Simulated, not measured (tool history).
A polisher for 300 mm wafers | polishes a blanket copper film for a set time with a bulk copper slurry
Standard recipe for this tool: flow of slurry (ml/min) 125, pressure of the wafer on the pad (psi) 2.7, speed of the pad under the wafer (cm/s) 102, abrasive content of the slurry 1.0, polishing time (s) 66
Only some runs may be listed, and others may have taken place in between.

| run | day | flow of slurry (ml/min) | pressure of the wafer on the pad (psi) | speed of the pad under the wafer (cm/s) | abrasive content of the slurry | polishing time (s) | incoming thickness of the incoming film, nm | film removed (Å) |
|---|---|---|---|---|---|---|---|---|
| 1 | 0.000 | 125 | 2.7 | 102 | 1.1 | 83 | 4133.5 | 6500 |
| 2 | 2.721 | 125 | 2.7 | 102 | 1.1 | 83 | 4189.7 | 6363 |
| 3 | 4.546 | 125 | 2.7 | 102 | 1.1 | 83 | 4241.5 | 6372 |
| 4 | 6.538 | 125 | 2.7 | 102 | 1.0 | 66 | 4187.3 | 4676 |
|  | 7.446 | worn pad replaced by a new one |
|  | 7.871 | slurry blender recalibrated |
| 5 | 8.146 | 125 | 2.7 | 102 | 1.0 | 66 | 4196.6 | 5191 |
| 6 | 10.212 | 125 | 2.7 | 102 | 1.0 | 66 | 4174.5 | 5170 |
| 7 | 12.733 | 125 | 2.3 | 130 | 1.0 | 66 | 4223.9 | 5448 |
| 8 | 15.396 | 125 | 2.7 | 102 | 1.0 | 66 | 4193.1 | 4904 |
|  | 16.992 | worn pad replaced by a new one |
|  | 17.658 | slurry blender recalibrated |
|  | 17.679 | slurry nozzle cleaned |
| 9 | 17.696 | 125 | 2.7 | 102 | 1.0 | 66 | 4230.8 | 5118 |
| 10 | 19.458 | 125 | 2.7 | 102 | 1.0 | 66 | 4180.9 | 5237 |
| 11 | 22.221 | 125 | 2.7 | 102 | 1.0 | 66 | 4170.1 | 5032 |
|  | 22.871 | head pressure recalibrated |
| 12 | 24.071 | 125 | 2.7 | 102 | 1.0 | 66 | 4135.0 | 5050 |
| 13 | 26.829 | 125 | 3.0 | 110 | 1.0 | 66 | 4122.1 | 5537 |
|  | 27.712 | worn pad replaced by a new one |
| 14 | 27.879 | 125 | 2.7 | 102 | 1.0 | 84 | 4172.4 | 6562 |
|  | 29.267 | slurry blender recalibrated |
| 15 | 29.533 | 125 | 2.7 | 116 | 1.0 | 66 | 4152.6 | 5672 |
| 16 | 31.004 | 125 | 2.7 | 102 | 1.1 | 83 | 4211.2 | 6610 |
| 17 | 33.158 | 125 | 2.7 | 102 | 1.0 | 66 | 4147.7 | 4996 |
| 18 | 34.238 | 150 | 2.7 | 102 | 0.9 | 66 | 4184.9 | 5117 |
| 19 | 35.846 | 125 | 2.7 | 84 | 1.0 | 54 | 4148.2 | 3440 |
| 20 | 36.862 | 125 | 2.7 | 102 | 1.0 | 66 | 4209.8 | 4812 |
|  | 38.392 | worn pad replaced by a new one |
| 21 | 38.412 | 125 | 2.7 | 102 | 1.0 | 66 | 4189.5 | 5239 |
| 22 | 40.117 | 95 | 2.7 | 102 | 1.0 | 83 | 4118.0 | 6163 |
|  | 40.479 | slurry blender recalibrated |
| 23 | 42.475 | 125 | 3.1 | 102 | 1.1 | 83 | 4212.8 | 7374 |
| 24 | 43.579 | 125 | 2.2 | 102 | 1.0 | 66 | 4255.0 | 4283 |
| 25 | 45.538 | 150 | 2.7 | 70 | 1.0 | 49 | 4182.8 | 2923 |
| 26 | 47.400 | 125 | 2.7 | 102 | 0.8 | 66 | 4140.0 | 4569 |
|  | 48.125 | head pressure recalibrated |
| 27 | 50.017 | 85 | 2.7 | 74 | 1.0 | 46 | 4180.4 | 2274 |
|  | 50.312 | worn pad replaced by a new one |
|  | 50.654 | slurry nozzle cleaned |
|  | 52.212 | slurry blender recalibrated |
| 28 | 52.229 | 95 | 2.7 | 86 | 1.0 | 85 | 4195.3 | 5533 |

4 options for the next run, each taken on its own from the tool as it stands now. Forecast them:
| A | 52.246 | 125 | 2.7 | 102 | 1.0 | 66 | 4197.0 | ? |
| B | 52.246 | 125 | 2.7 | 126 | 1.0 | 66 | 4197.0 | ? |
| C | 52.246 | 125 | 2.7 | 102 | 0.7 | 66 | 4197.0 | ? |
| D | 52.246 | 165 | 3.3 | 102 | 0.9 | 85 | 4197.0 | ? |

| run | film removed (Å) |
|---|---|
| A | 5207 |
| B | 6141 |
| C | 4913 |
| D | 8225 |
With the hidden condition removed and each run's random variation left untouched, the same runs would have given:
| run | film removed (Å) |
|---|---|
| A | 5234 |
| B | 6173 |
| C | 4938 |
| D | 8268 |
